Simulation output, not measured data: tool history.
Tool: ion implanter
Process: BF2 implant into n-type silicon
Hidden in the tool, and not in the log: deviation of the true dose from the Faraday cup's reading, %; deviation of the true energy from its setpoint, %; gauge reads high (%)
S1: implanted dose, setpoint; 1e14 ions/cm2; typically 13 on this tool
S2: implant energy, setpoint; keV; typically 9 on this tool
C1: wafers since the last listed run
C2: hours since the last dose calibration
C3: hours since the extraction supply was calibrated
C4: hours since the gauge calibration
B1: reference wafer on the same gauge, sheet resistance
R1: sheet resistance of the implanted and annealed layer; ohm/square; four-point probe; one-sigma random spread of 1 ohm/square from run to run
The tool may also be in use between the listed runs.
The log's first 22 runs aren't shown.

run,day,S1,S2,C1,C2,C3,C4,B1,R1
23,25.6,15.35,11.5,301,231.8,146.9,396.8,238.86,234.43
24,26.496,16.83,7,415,253.3,168.4,418.3,238.95,282.91
25,27.083,13,9,272,267.4,182.5,432.4,238.72,266.95
26,28.492,16.77,12,653,301.2,216.3,466.2,238.47,227.48
27,29.958,9.18,9,681,336.4,251.5,501.4,237.9,279.13
28,31.046,13,7.5,504,362.5,277.6,527.5,238,285.23
29,32.333,9.96,11.5,597,393.4,308.5,558.4,237.48,249.17
30,33.55,9.38,6,564,422.6,337.7,587.6,236.57,319.72
# day 37.371: gauge calibrated
31,37.925,13,9,2031,527.6,442.7,13.3,239.61,265.76
32,39.117,13,9,553,556.2,471.3,41.9,239.9,267.99
33,40.304,9.95,9,551,584.7,499.8,70.4,238.95,277.63
34,43.142,16.87,10,1317,652.8,567.9,138.5,239.24,248.21
35,43.65,13,9,236,665,580.1,150.7,239.09,267.7
36,44.408,16.11,7.5,352,683.2,598.3,168.9,239.65,278.01
# day 45.567: Faraday cup replaced and dose calibrated
37,48.483,15.31,9,1737,70,696.1,266.7,239.27,260.39

Forecast each of these 4 alternatives for the next run:
A,48.5,13,9,7,70.4,696.5,267.1,?,?
B,48.5,15.9,6.5,7,70.4,696.5,267.1,?,?
C,48.5,11.06,11,7,70.4,696.5,267.1,?,?
D,48.5,11.24,6.5,7,70.4,696.5,267.1,?,?

run,B1,R1
A,239.24,265.18
B,239.24,292.57
C,239.24,250.04
D,239.24,304.98
What these runs would have given with no unlogged condition in the tool:
run,R1
A,266.66
B,294.2
C,251.43
D,306.69

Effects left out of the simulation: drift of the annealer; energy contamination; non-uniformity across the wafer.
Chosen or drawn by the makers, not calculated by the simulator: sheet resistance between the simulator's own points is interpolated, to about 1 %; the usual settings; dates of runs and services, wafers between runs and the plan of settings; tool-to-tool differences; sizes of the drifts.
